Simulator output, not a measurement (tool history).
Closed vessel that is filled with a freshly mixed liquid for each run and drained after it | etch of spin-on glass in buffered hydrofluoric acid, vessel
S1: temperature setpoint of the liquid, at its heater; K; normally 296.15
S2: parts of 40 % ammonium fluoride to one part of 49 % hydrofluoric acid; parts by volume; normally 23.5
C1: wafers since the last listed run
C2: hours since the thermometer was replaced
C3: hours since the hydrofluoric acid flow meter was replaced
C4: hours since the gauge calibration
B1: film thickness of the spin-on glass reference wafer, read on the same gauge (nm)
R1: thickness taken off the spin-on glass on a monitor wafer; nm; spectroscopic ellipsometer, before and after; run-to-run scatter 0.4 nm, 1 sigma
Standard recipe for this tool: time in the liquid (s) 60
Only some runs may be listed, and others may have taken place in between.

Run 1, day 0: usual settings; C1 0; C2 1500; C3 1726.2; C4 176.6; B1 90.01. Result: R1 74.15 nm.
Run 2, day 0.958: usual settings; C1 1780; C2 1523; C3 1749.2; C4 199.6; B1 90.01. Result: R1 73.82 nm.
Run 3, day 1.942: usual settings; C1 1827; C2 1546.6; C3 1772.8; C4 223.2; B1 90.03. Result: R1 73.44 nm.
Run 4, day 2.946: usual settings; C1 1865; C2 1570.7; C3 1796.9; C4 247.3; B1 90.02. Result: R1 74.36 nm.
Run 5, day 4.096: usual settings; C1 2136; C2 1598.3; C3 1824.5; C4 274.9; B1 89.99. Result: R1 73.58 nm.
Run 6, day 4.758: usual settings; C1 1231; C2 1614.2; C3 1840.4; C4 290.8; B1 89.98. Result: R1 73.72 nm.
Run 7, day 5.996: usual settings; C1 2299; C2 1643.9; C3 1870.1; C4 320.5; B1 89.99. Result: R1 73.71 nm.
Run 8, day 7.175: usual settings; C1 2191; C2 1672.2; C3 1898.4; C4 348.8; B1 90.03. Result: R1 73.07 nm.
At day 8.358: gauge calibrated.
Run 9, day 8.462: usual settings; C1 2392; C2 1703.1; C3 1929.3; C4 2.5; B1 90. Result: R1 73.76 nm.
Run 10, day 9.558: usual settings; C1 2036; C2 1729.4; C3 1955.6; C4 28.8; B1 90. Result: R1 73.23 nm.
Run 11, day 11.012: usual settings; C1 2702; C2 1764.3; C3 1990.5; C4 63.7; B1 90. Result: R1 73.14 nm.
Run 12, day 12.479: usual settings; C1 2725; C2 1799.5; C3 2025.7; C4 98.9; B1 89.99. Result: R1 73.51 nm.
Run 13, day 13.233: usual settings; C1 1401; C2 1817.6; C3 2043.8; C4 117; B1 90. Result: R1 73.09 nm.
Run 14, day 14.629: usual settings but S1 301.15 K, S2 28.5 parts by volume; C1 2593; C2 1851.1; C3 2077.3; C4 150.5; B1 90.02. Result: R1 82.7 nm.
Run 15, day 15.188: usual settings but S1 298.15 K, S2 19.5 parts by volume, time in the liquid (s) 85; C1 1037; C2 1864.5; C3 2090.7; C4 163.9; B1 89.99. Result: R1 131.17 nm.
At day 16.125: thermometer replaced.
At day 19.05: hydrofluoric acid flow meter replaced.
Run 16, day 19.221: usual settings but S2 29 parts by volume, time in the liquid (s) 90; C1 7339; C2 74.3; C3 4.1; C4 260.7; B1 89.98. Result: R1 100.23 nm.
Run 17, day 19.904: usual settings but S2 17.5 parts by volume, time in the liquid (s) 40; C1 1269; C2 90.7; C3 20.5; C4 277.1; B1 89.99. Result: R1 64.51 nm.
Run 18, day 20.475: usual settings but S1 300.65 K, S2 30 parts by volume, time in the liquid (s) 50; C1 1060; C2 104.4; C3 34.2; C4 290.8; B1 90.01. Result: R1 68.41 nm.
Run 19, day 21.575: usual settings but S1 292.15 K, S2 18.5 parts by volume, time in the liquid (s) 75; C1 2043; C2 130.8; C3 60.6; C4 317.2; B1 90. Result: R1 92.75 nm.
Run 20, day 23.575: usual settings; C1 3716; C2 178.8; C3 108.6; C4 365.2; B1 90. Result: R1 77.5 nm.
Run 21, day 24.5: usual settings; C1 1718; C2 201; C3 130.8; C4 387.4; B1 89.98. Result: R1 76.77 nm.

Run 22 has not been measured yet. What should we expect?
At day 24.779: gauge calibrated.
Run 22, day 25.488: usual settings but S1 294.65 K, S2 27 parts by volume, time in the liquid (s) 35; C1 1834; C2 224.7; C3 154.5; C4 17; B1 ?. Result: R1 ?.

Run 22 measured B1 90, R1 37.38 nm.
Take away the tool's hidden state, keep the run-to-run variation as it was, and the same run would have given R1 38.49 nm.
